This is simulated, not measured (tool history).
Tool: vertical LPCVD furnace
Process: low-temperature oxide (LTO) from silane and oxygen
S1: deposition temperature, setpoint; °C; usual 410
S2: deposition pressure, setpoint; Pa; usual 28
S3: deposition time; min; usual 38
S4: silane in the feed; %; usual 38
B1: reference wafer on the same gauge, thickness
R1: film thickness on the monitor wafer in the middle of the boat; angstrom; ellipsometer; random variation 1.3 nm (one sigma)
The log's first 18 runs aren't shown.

run 19 hour=843.4 | S1=410 S2=28 S3=38 S4=38 | B1=279.1 | R1=3505.5
run 20 hour=902.1 | S1=410 S2=28 S3=38 S4=38 | B1=279.04 | R1=3493.7
-- hour=958.5 gauge calibrated
run 21 hour=963.6 | S1=410 S2=28 S3=38 S4=35 | B1=279.05 | R1=3154.8
run 22 hour=1017.7 | S1=402 S2=25.3 S3=38 S4=35 | B1=278.99 | R1=2606.9
run 23 hour=1081.5 | S1=410 S2=28 S3=38 S4=38 | B1=279.02 | R1=3504.8
run 24 hour=1127.1 | S1=410 S2=28 S3=38 S4=38 | B1=279.15 | R1=3497.6
run 25 hour=1198 | S1=410 S2=28 S3=33.5 S4=38 | B1=278.89 | R1=3090.4
run 26 hour=1242.3 | S1=410 S2=28 S3=51.5 S4=38 | B1=279 | R1=4722.2
run 27 hour=1287.1 | S1=410 S2=28 S3=51.5 S4=44 | B1=279.11 | R1=5611.9
run 28 hour=1347.3 | S1=410 S2=28 S3=50 S4=32 | B1=278.94 | R1=3650.9
run 29 hour=1416.3 | S1=410 S2=28 S3=38 S4=38 | B1=278.9 | R1=3492.9
run 30 hour=1470.6 | S1=410 S2=28 S3=48.5 S4=38 | B1=278.95 | R1=4449.8
run 31 hour=1498.1 | S1=420 S2=28 S3=32.5 S4=38 | B1=278.82 | R1=3330.7

4 ways to go on from here, each from the tool as it stands after run 31. What would each give?
run A hour=1502.6 | S1=410 S2=28 S3=52.5 S4=38 | B1=? | R1=?
run B hour=1502.6 | S1=410 S2=21.3 S3=38 S4=33 | B1=? | R1=?
run C hour=1502.6 | S1=404 S2=28 S3=24 S4=42 | B1=? | R1=?
run D hour=1502.6 | S1=418 S2=28 S3=38 S4=35 | B1=? | R1=?

run=A B1=278.98 R1=4828.2
run=B B1=278.98 R1=2210.8
run=C B1=278.98 R1=2333.5
run=D B1=278.98 R1=3426.7
Without the tool's hidden state the same runs would have given:
run=A R1=4795.4
run=B R1=2203.8
run=C R1=2310.2
run=D R1=3412.5
